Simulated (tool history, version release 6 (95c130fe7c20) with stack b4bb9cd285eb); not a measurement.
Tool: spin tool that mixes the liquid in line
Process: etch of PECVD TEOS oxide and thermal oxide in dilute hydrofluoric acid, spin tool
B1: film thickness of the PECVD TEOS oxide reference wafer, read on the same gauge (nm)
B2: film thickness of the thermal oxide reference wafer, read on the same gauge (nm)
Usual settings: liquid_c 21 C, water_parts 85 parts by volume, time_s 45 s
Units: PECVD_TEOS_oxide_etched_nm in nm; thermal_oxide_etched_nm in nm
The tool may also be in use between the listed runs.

run 1 hour=0 | liquid_c=21 water_parts=55 time_s=30 | B1=50.01 B2=60.003 | PECVD_TEOS_oxide_etched_nm=12.73 thermal_oxide_etched_nm=2.443
run 2 hour=16.3 | liquid_c=21 water_parts=85 time_s=45 | B1=50.01 B2=60.019 | PECVD_TEOS_oxide_etched_nm=11.89 thermal_oxide_etched_nm=2.305
run 3 hour=29.7 | liquid_c=19 water_parts=85 time_s=55 | B1=50.02 B2=59.977 | PECVD_TEOS_oxide_etched_nm=13.38 thermal_oxide_etched_nm=2.641
run 4 hour=39.1 | liquid_c=19 water_parts=85 time_s=55 | B1=49.99 B2=60.021 | PECVD_TEOS_oxide_etched_nm=13.31 thermal_oxide_etched_nm=2.588
run 5 hour=55.5 | liquid_c=19 water_parts=85 time_s=55 | B1=50 B2=60.019 | PECVD_TEOS_oxide_etched_nm=13.53 thermal_oxide_etched_nm=2.581
run 6 hour=66.4 | liquid_c=17.5 water_parts=85 time_s=45 | B1=50 B2=60.001 | PECVD_TEOS_oxide_etched_nm=10.36 thermal_oxide_etched_nm=1.999
run 7 hour=82.1 | liquid_c=17.5 water_parts=85 time_s=45 | B1=50.02 B2=60.012 | PECVD_TEOS_oxide_etched_nm=10.45 thermal_oxide_etched_nm=1.997
-- hour=94.7 hydrofluoric acid flow meter replaced
run 8 hour=96 | liquid_c=17.5 water_parts=85 time_s=45 | B1=50.03 B2=60.026 | PECVD_TEOS_oxide_etched_nm=9.17 thermal_oxide_etched_nm=1.724
run 9 hour=106.4 | liquid_c=25 water_parts=85 time_s=45 | B1=50.03 B2=59.994 | PECVD_TEOS_oxide_etched_nm=12.7 thermal_oxide_etched_nm=2.445
run 10 hour=115.3 | liquid_c=21 water_parts=110 time_s=45 | B1=49.95 B2=60.019 | PECVD_TEOS_oxide_etched_nm=8 thermal_oxide_etched_nm=1.553
run 11 hour=132 | liquid_c=21 water_parts=110 time_s=45 | B1=50 B2=59.952 | PECVD_TEOS_oxide_etched_nm=8.08 thermal_oxide_etched_nm=1.568
run 12 hour=138.3 | liquid_c=21 water_parts=85 time_s=45 | B1=49.98 B2=59.984 | PECVD_TEOS_oxide_etched_nm=10.77 thermal_oxide_etched_nm=2.071
run 13 hour=153.5 | liquid_c=21 water_parts=85 time_s=45 | B1=50.02 B2=59.985 | PECVD_TEOS_oxide_etched_nm=10.63 thermal_oxide_etched_nm=2.044
-- hour=162.6 thermometer replaced
run 14 hour=163.1 | liquid_c=22.5 water_parts=55 time_s=45 | B1=49.97 B2=60.02 | PECVD_TEOS_oxide_etched_nm=18.28 thermal_oxide_etched_nm=3.567
run 15 hour=170.4 | liquid_c=18 water_parts=120 time_s=35 | B1=49.94 B2=59.994 | PECVD_TEOS_oxide_etched_nm=5.03 thermal_oxide_etched_nm=0.981
run 16 hour=179.6 | liquid_c=23.5 water_parts=70 time_s=25 | B1=49.99 B2=60.003 | PECVD_TEOS_oxide_etched_nm=8.19 thermal_oxide_etched_nm=1.6
run 17 hour=196.8 | liquid_c=17 water_parts=100 time_s=60 | B1=49.95 B2=59.982 | PECVD_TEOS_oxide_etched_nm=10.2 thermal_oxide_etched_nm=1.954
run 18 hour=214 | liquid_c=25 water_parts=60 time_s=30 | B1=49.99 B2=60.027 | PECVD_TEOS_oxide_etched_nm=12.4 thermal_oxide_etched_nm=2.389
run 19 hour=227.4 | liquid_c=26 water_parts=85 time_s=45 | B1=50.05 B2=60.005 | PECVD_TEOS_oxide_etched_nm=13.23 thermal_oxide_etched_nm=2.588
-- hour=237.2 gauge calibrated
run 20 hour=238 | liquid_c=23 water_parts=75 time_s=60 | B1=49.95 B2=59.994 | PECVD_TEOS_oxide_etched_nm=17.9 thermal_oxide_etched_nm=3.443
run 21 hour=251.3 | liquid_c=21 water_parts=120 time_s=20 | B1=49.98 B2=60.004 | PECVD_TEOS_oxide_etched_nm=3.29 thermal_oxide_etched_nm=0.646
run 22 hour=269.1 | liquid_c=21 water_parts=85 time_s=45 | B1=49.98 B2=60.009 | PECVD_TEOS_oxide_etched_nm=10.81 thermal_oxide_etched_nm=2.044
run 23 hour=277.3 | liquid_c=21 water_parts=85 time_s=45 | B1=50.01 B2=60.012 | PECVD_TEOS_oxide_etched_nm=10.85 thermal_oxide_etched_nm=2.173
run 24 hour=287 | liquid_c=18 water_parts=85 time_s=30 | B1=50 B2=60.011 | PECVD_TEOS_oxide_etched_nm=6.41 thermal_oxide_etched_nm=1.247
run 25 hour=302 | liquid_c=22.5 water_parts=100 time_s=25 | B1=50 B2=60.013 | PECVD_TEOS_oxide_etched_nm=5.35 thermal_oxide_etched_nm=1.033
run 26 hour=312.7 | liquid_c=21 water_parts=85 time_s=45 | B1=50.01 B2=59.988 | PECVD_TEOS_oxide_etched_nm=10.76 thermal_oxide_etched_nm=2.122

The tool's hidden state at each run:
liquid colder than its thermometer reads (K): 0 in every run
gauge reads high (%): 0 in every run
H1: hydrofluoric acid flow above the setpoint (%)
run=1 H1=11.1
run=2 H1=11.3
run=3 H1=11.4
run=4 H1=11.4
run=5 H1=11.6
run=6 H1=11.6
run=7 H1=11.8
run=8 H1=0.618
run=9 H1=0.699
run=10 H1=0.768
run=11 H1=0.898
run=12 H1=0.948
run=13 H1=1.07
run=14 H1=1.14
run=15 H1=1.2
run=16 H1=1.27
run=17 H1=1.4
run=18 H1=1.54
run=19 H1=1.64
run=20 H1=1.73
run=21 H1=1.83
run=22 H1=1.97
run=23 H1=2.03
run=24 H1=2.11
run=25 H1=2.22
run=26 H1=2.31

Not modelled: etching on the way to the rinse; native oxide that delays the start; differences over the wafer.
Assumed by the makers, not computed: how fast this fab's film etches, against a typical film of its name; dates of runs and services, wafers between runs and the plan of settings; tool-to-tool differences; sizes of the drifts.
